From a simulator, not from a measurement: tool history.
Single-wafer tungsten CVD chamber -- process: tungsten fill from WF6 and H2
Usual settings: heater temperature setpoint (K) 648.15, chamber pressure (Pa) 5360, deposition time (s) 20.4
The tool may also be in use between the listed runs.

| run | hour | heater temperature setpoint (K) | chamber pressure (Pa) | deposition time (s) | wafers since the last listed run | hours since the last thermocouple change | hours since the last manometer calibration | hours since the showerhead was replaced | hours since the gauge calibration | read-back reference wafer on the same gauge, thickness_nm | mean film thickness on the monitor wafer (angstrom) |
|---|---|---|---|---|---|---|---|---|---|---|---|
| 1 | 0 | 648.15 | 5360 | 20.4 | 0 | 853 | 858.2 | 2834.8 | 823.9 | 35.305 | 438.92 |
| 2 | 172.5 | 648.15 | 5360 | 20.4 | 4958 | 1025.5 | 1030.7 | 3007.3 | 996.4 | 35.29 | 443.15 |
| 3 | 221.4 | 648.15 | 5360 | 20.4 | 1405 | 1074.4 | 1079.6 | 3056.2 | 1045.3 | 35.269 | 445.14 |
| 4 | 267.7 | 639.15 | 5360 | 20.4 | 1330 | 1120.7 | 1125.9 | 3102.5 | 1091.6 | 35.306 | 366.77 |
| 5 | 331.8 | 639.15 | 5360 | 20.4 | 1842 | 1184.8 | 1190 | 3166.6 | 1155.7 | 35.301 | 366.59 |
| 6 | 394 | 639.15 | 5360 | 20.4 | 1787 | 1247 | 1252.2 | 3228.8 | 1217.9 | 35.315 | 366.89 |
| 7 | 437.7 | 640.15 | 5360 | 20.4 | 1256 | 1290.7 | 1295.9 | 3272.5 | 1261.6 | 35.302 | 374.32 |
| 8 | 462.5 | 640.15 | 5360 | 20.4 | 712 | 1315.5 | 1320.7 | 3297.3 | 1286.4 | 35.293 | 376.13 |
|  | 478.2 | gauge calibrated |
| 9 | 506.3 | 648.15 | 5360 | 20.4 | 1258 | 1359.3 | 1364.5 | 3341.1 | 28.1 | 35.29 | 448.83 |
| 10 | 625.1 | 648.15 | 5360 | 20.4 | 3414 | 1478.1 | 1483.3 | 3459.9 | 146.9 | 35.307 | 452.64 |
| 11 | 672 | 648.15 | 5360 | 20.4 | 1348 | 1525 | 1530.2 | 3506.8 | 193.8 | 35.28 | 454.19 |
| 12 | 704.4 | 659.15 | 5360 | 20.4 | 931 | 1557.4 | 1562.6 | 3539.2 | 226.2 | 35.287 | 571.36 |
| 13 | 768.5 | 648.15 | 5360 | 20.4 | 1842 | 1621.5 | 1626.7 | 3603.3 | 290.3 | 35.277 | 455.32 |
| 14 | 824.7 | 648.15 | 5360 | 20.4 | 1615 | 1677.7 | 1682.9 | 3659.5 | 346.5 | 35.325 | 459.11 |
| 15 | 872.2 | 659.15 | 4813 | 16.7 | 1365 | 1725.2 | 1730.4 | 3707 | 394 | 35.307 | 439.34 |
|  | 896.1 | showerhead replaced |
| 16 | 896.6 | 663.15 | 6506 | 20.4 | 471 | 1749.6 | 1754.8 | 0.5 | 418.4 | 35.29 | 694.8 |
|  | 957.9 | capacitance manometer re-zeroed and calibrated |
| 17 | 965.5 | 642.15 | 5360 | 18.1 | 1750 | 1818.5 | 7.6 | 69.4 | 487.3 | 35.303 | 348.92 |
| 18 | 1016.9 | 648.15 | 5360 | 21.8 | 1477 | 1869.9 | 59 | 120.8 | 538.7 | 35.307 | 476.98 |
| 19 | 1085.9 | 658.15 | 4586 | 22.3 | 1983 | 1938.9 | 128 | 189.8 | 607.7 | 35.307 | 548.25 |
| 20 | 1111.6 | 648.15 | 5360 | 22.4 | 738 | 1964.6 | 153.7 | 215.5 | 633.4 | 35.301 | 493.14 |
| 21 | 1155.1 | 635.15 | 6213 | 16.6 | 1250 | 2008.1 | 197.2 | 259 | 676.9 | 35.3 | 300.66 |
|  | 1181 | thermocouple changed; heater temperature recalibrated |
| 22 | 1185.2 | 659.15 | 5360 | 20.4 | 635 | 4.2 | 227.3 | 289.1 | 707 | 35.325 | 527.99 |
| 23 | 1332.3 | 648.15 | 5360 | 18 | 4228 | 151.3 | 374.4 | 436.2 | 854.1 | 35.303 | 366.41 |
| 24 | 1381.5 | 648.15 | 5360 | 20.4 | 1414 | 200.5 | 423.6 | 485.4 | 903.3 | 35.314 | 420.49 |
| 25 | 1432.9 | 648.15 | 5360 | 20.4 | 1477 | 251.9 | 475 | 536.8 | 954.7 | 35.302 | 422.59 |
| 26 | 1490.6 | 648.15 | 6239 | 20.4 | 1658 | 309.6 | 532.7 | 594.5 | 1012.4 | 35.301 | 458.58 |
| 27 | 1526.2 | 660.15 | 5906 | 18 | 1023 | 345.2 | 568.3 | 630.1 | 1048 | 35.291 | 509.29 |
| 28 | 1570.3 | 657.15 | 5360 | 20.4 | 1267 | 389.3 | 612.4 | 674.2 | 1092.1 | 35.31 | 512.22 |

Forecast each of these 4 alternatives for the next run:
| A | 1570.7 | 648.15 | 5360 | 20.4 | 11 | 389.7 | 612.8 | 674.6 | 1092.5 | ? | ? |
| B | 1570.7 | 633.15 | 5866 | 21.8 | 11 | 389.7 | 612.8 | 674.6 | 1092.5 | ? | ? |
| C | 1570.7 | 655.15 | 4106 | 17.8 | 11 | 389.7 | 612.8 | 674.6 | 1092.5 | ? | ? |
| D | 1570.7 | 644.15 | 5360 | 20.4 | 11 | 389.7 | 612.8 | 674.6 | 1092.5 | ? | ? |

| run | read-back reference wafer on the same gauge, thickness_nm | mean film thickness on the monitor wafer (angstrom) |
|---|---|---|
| A | 35.297 | 421.86 |
| B | 35.297 | 340.14 |
| C | 35.297 | 360.65 |
| D | 35.297 | 386.74 |
What these runs would have given with no unlogged condition in the tool:
| run | mean film thickness on the monitor wafer (angstrom) |
|---|---|
| A | 424.57 |
| B | 342.47 |
| C | 362.88 |
| D | 389.26 |
